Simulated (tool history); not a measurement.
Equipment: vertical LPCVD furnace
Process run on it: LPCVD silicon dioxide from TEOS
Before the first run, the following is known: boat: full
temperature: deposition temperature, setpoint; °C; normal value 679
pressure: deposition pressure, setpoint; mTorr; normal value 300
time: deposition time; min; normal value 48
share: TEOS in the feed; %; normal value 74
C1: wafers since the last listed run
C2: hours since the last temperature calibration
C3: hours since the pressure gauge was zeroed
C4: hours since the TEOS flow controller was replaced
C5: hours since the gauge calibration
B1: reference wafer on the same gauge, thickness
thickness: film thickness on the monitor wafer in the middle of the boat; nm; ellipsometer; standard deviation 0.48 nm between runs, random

Run 1, hour 0: usual settings; C1 0; C2 3285.1; C3 3682.9; C4 4777; C5 508.5; B1 218.04. Result: thickness 228.6 nm.
Run 2, hour 60.9: usual settings; C1 735; C2 3346; C3 3743.8; C4 4837.9; C5 569.4; B1 217.86. Result: thickness 228.75 nm.
Run 3, hour 102.4: usual settings; C1 501; C2 3387.5; C3 3785.3; C4 4879.4; C5 610.9; B1 217.88. Result: thickness 228.21 nm.
Run 4, hour 139.9: usual settings; C1 453; C2 3425; C3 3822.8; C4 4916.9; C5 648.4; B1 217.97. Result: thickness 228.04 nm.
Run 5, hour 168.2: usual settings; C1 341; C2 3453.3; C3 3851.1; C4 4945.2; C5 676.7; B1 218. Result: thickness 229.08 nm.
Run 6, hour 204.3: usual settings but pressure 335 mTorr, share 66 %; C1 436; C2 3489.4; C3 3887.2; C4 4981.3; C5 712.8; B1 218.06. Result: thickness 228.63 nm.
Run 7, hour 229.7: usual settings but pressure 335 mTorr, share 66 %; C1 306; C2 3514.8; C3 3912.6; C4 5006.7; C5 738.2; B1 217.89. Result: thickness 227.98 nm.
Run 8, hour 295.5: usual settings but pressure 335 mTorr, share 66 %; C1 795; C2 3580.6; C3 3978.4; C4 5072.5; C5 804; B1 218.04. Result: thickness 227.78 nm.
Run 9, hour 322.8: usual settings but time 36 min; C1 329; C2 3607.9; C3 4005.7; C4 5099.8; C5 831.3; B1 218.05. Result: thickness 172 nm.
Run 10, hour 394.6: usual settings but time 36 min; C1 867; C2 3679.7; C3 4077.5; C4 5171.6; C5 903.1; B1 217.95. Result: thickness 171.96 nm.
Run 11, hour 432.6: usual settings but time 36 min; C1 459; C2 3717.7; C3 4115.5; C4 5209.6; C5 941.1; B1 217.89. Result: thickness 171.21 nm.
Run 12, hour 502.2: usual settings but pressure 320 mTorr; C1 840; C2 3787.3; C3 4185.1; C4 5279.2; C5 1010.7; B1 217.91. Result: thickness 236.49 nm.
Run 13, hour 567.9: usual settings but pressure 320 mTorr; C1 793; C2 3853; C3 4250.8; C4 5344.9; C5 1076.4; B1 218.12. Result: thickness 236.08 nm.
At hour 620.3: thermocouples replaced and temperature profile calibrated.
Run 14, hour 621.7: usual settings but pressure 320 mTorr; C1 360; C2 1.4; C3 4304.6; C4 5398.7; C5 1130.2; B1 218.13. Result: thickness 238.81 nm.
Run 15, hour 785.5: usual settings; C1 1979; C2 165.2; C3 4468.4; C4 5562.5; C5 1294; B1 217.96. Result: thickness 232.48 nm.
Run 16, hour 852: usual settings; C1 803; C2 231.7; C3 4534.9; C4 5629; C5 1360.5; B1 217.85. Result: thickness 232.24 nm.
Run 17, hour 886.5: usual settings but temperature 687 °C, pressure 250 mTorr, time 55.5 min, share 78 %; C1 416; C2 266.2; C3 4569.4; C4 5663.5; C5 1395; B1 218. Result: thickness 306.6 nm.
At hour 938.9: thermocouples replaced and temperature profile calibrated, repeated, since the last time left the tool worse.
At hour 948.8: pressure gauge zeroed.
Run 18, hour 949.1: usual settings but share 79 %; C1 347; C2 10.2; C3 0.3; C4 5726.1; C5 1457.6; B1 218. Result: thickness 231.63 nm.
Run 19, hour 1012: usual settings but temperature 684 °C, share 86 %; C1 759; C2 73.1; C3 63.2; C4 5789; C5 1520.5; B1 218.16. Result: thickness 272.9 nm.
At hour 1051.6: gauge calibrated.
Run 20, hour 1059.4: usual settings; C1 572; C2 120.5; C3 110.6; C4 5836.4; C5 7.8; B1 217.87. Result: thickness 225.41 nm.
Run 21, hour 1095.4: usual settings but pressure 330 mTorr, time 57 min; C1 434; C2 156.5; C3 146.6; C4 5872.4; C5 43.8; B1 217.87. Result: thickness 279.34 nm.
Run 22, hour 1150.4: usual settings but temperature 671 °C, time 64 min; C1 664; C2 211.5; C3 201.6; C4 5927.4; C5 98.8; B1 217.9. Result: thickness 247.14 nm.
Run 23, hour 1195.6: usual settings; C1 546; C2 256.7; C3 246.8; C4 5972.6; C5 144; B1 218.24. Result: thickness 225.63 nm.
Run 24, hour 1275.2: usual settings but temperature 690 °C, pressure 280 mTorr, time 41 min, share 79 %; C1 961; C2 336.3; C3 326.4; C4 6052.2; C5 223.6; B1 217.98. Result: thickness 250.36 nm.
Run 25, hour 1342.5: usual settings but pressure 320 mTorr; C1 813; C2 403.6; C3 393.7; C4 6119.5; C5 290.9; B1 217.92. Result: thickness 233.75 nm.
At hour 1394.5: TEOS flow controller replaced.
Run 26, hour 1398.5: usual settings but temperature 674 °C, pressure 260 mTorr, time 41.5 min, share 69 %; C1 386; C2 459.6; C3 449.7; C4 4; C5 346.9; B1 218.07. Result: thickness 155.86 nm.
Run 27, hour 1428.9: usual settings; C1 367; C2 490; C3 480.1; C4 34.4; C5 377.3; B1 218.07. Result: thickness 226.24 nm.
Run 28, hour 1567.3: usual settings but pressure 325 mTorr, time 35.5 min; C1 1672; C2 628.4; C3 618.5; C4 172.8; C5 515.7; B1 217.99. Result: thickness 174.53 nm.

Run 29 is up next; what results do you expect?
Run 29, hour 1609.4: usual settings; C1 508; C2 670.5; C3 660.6; C4 214.9; C5 557.8; B1 ?. Result: thickness ?.

{"run 29": {"B1": 218.29, "thickness": 226.55}}
Minus the tool's unlogged condition, the same run would have read thickness 223.93 nm.

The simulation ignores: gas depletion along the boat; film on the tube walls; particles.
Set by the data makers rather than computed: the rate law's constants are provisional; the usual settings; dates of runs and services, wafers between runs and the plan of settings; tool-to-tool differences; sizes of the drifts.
